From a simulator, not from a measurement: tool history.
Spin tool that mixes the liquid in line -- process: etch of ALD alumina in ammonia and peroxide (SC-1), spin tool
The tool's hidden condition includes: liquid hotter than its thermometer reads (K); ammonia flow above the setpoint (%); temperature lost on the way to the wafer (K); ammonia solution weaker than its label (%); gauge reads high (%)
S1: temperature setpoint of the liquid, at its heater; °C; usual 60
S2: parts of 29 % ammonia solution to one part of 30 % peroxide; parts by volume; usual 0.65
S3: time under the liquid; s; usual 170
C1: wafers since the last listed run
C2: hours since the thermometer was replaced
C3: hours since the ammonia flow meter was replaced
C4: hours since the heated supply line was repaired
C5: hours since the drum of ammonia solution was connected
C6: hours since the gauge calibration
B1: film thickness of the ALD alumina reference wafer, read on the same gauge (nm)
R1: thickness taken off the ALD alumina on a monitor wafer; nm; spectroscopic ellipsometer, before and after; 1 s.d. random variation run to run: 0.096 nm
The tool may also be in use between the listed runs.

run     day    S1    S2   S3   C1      C2      C3     C4     C5     C6     B1     R1
  1       0    60  0.65  115    0    2781  2556.3   32.9  365.1  333.7  29.99   9.97
  2   1.367    60  0.65  170  249  2813.8  2589.1   65.7  397.9  366.5  30.01   14.7
  3   2.529    60  0.65  170  212  2841.7    2617   93.6  425.8  394.4  30.03  14.87
  4   3.271    60  0.65  170  135  2859.5  2634.8  111.4  443.6  412.2  30.01  14.82
      3.854  -- ammonia flow meter replaced
  5   4.708    60  0.65  170  254    2894    20.5  145.9  478.1  446.7  30.01  14.77
  6     6.1    64   0.4  210  253  2927.4    53.9  179.3  511.5  480.1  30.01  21.44
  7   7.138  51.5  0.55   75  189  2952.3    78.8  204.2  536.4    505  29.95   4.11
  8   7.738    63  0.45  135  109  2966.7    93.2  218.6  550.8  519.4  29.99  13.18
  9   9.092    60   0.9  255  247  2999.2   125.7  251.1  583.3  551.9  30.01  22.88
 10  10.229    65  0.65  120  207  3026.5     153  278.4  610.6  579.2  29.96  13.36
 11  10.938    60  0.65  170  129  3043.5     170  295.4  627.6  596.2     30  14.78
 12  11.629    63   0.8  250  126  3060.1   186.6    312  644.2  612.8  30.01  25.91
     12.504  -- thermometer replaced
 13  13.792    60  0.65  170  386    30.9   238.5  363.9  696.1  664.7  30.03  15.88
      13.85  -- new drum of ammonia solution connected
 14  14.529    60  0.55  170  126    48.6   256.2  381.6   16.3  682.4  29.96  15.76
 15  15.158    63  0.45  135  114    63.7   271.3  396.7   31.4  697.5     30  14.25
     15.442  -- gauge calibrated
 16  18.133    60  0.65  125  542   135.1   342.7  468.1  102.8   64.6  30.07  11.83
 17  19.138    60   0.5  170  183   159.2   366.8  492.2  126.9   88.7  30.04  15.76
 18  19.958    65  0.85  170  149   178.9   386.5  511.9  146.6  108.4  30.02  21.26
     20.121  -- thermometer replaced, repeated, since the last time left the tool worse
 19  20.767    60  0.85  170  139    15.5   405.9  531.3    166  127.8  29.99  14.23
 20  21.471    52  0.85  170  128    32.4   422.8  548.2  182.9  144.7  30.02   9.19
 21  22.562    60  0.65  170  199    58.6     449  574.4  209.1  170.9     30  13.72
 22  24.062    60  0.65  170  273    94.6     485  610.4  245.1  206.9  30.01  13.82
 23  25.354    60  0.65  170  235   125.6     516  641.4  276.1  237.9  30.02  13.73
 24  26.162    63  0.45  135  147     145   535.4  660.8  295.5  257.3  30.01   12.3

Consider 5 possible next runs. They are alternatives, not a sequence: every one starts from the tool as it was left by run 24. What does each give?
  A  26.183    68  0.65  170   3  145.5  535.9  661.3  296  257.8   ?   ?
  B  26.183    51  0.85  145   3  145.5  535.9  661.3  296  257.8   ?   ?
  C  26.183    64  0.75  260   3  145.5  535.9  661.3  296  257.8   ?   ?
  D  26.183  57.5  0.65  245   3  145.5  535.9  661.3  296  257.8   ?   ?
  E  26.183    60  0.65  245   3  145.5  535.9  661.3  296  257.8   ?   ?

run     B1     R1
  A  29.99  20.63
  B  29.99   7.53
  C  29.99  26.26
  D  29.99  17.53
  E  29.99  19.95
Stripped of hidden state, with their random variation kept, the same runs would have yielded:
run     R1
  A  20.34
  B   7.41
  C  25.89
  D  17.27
  E  19.65

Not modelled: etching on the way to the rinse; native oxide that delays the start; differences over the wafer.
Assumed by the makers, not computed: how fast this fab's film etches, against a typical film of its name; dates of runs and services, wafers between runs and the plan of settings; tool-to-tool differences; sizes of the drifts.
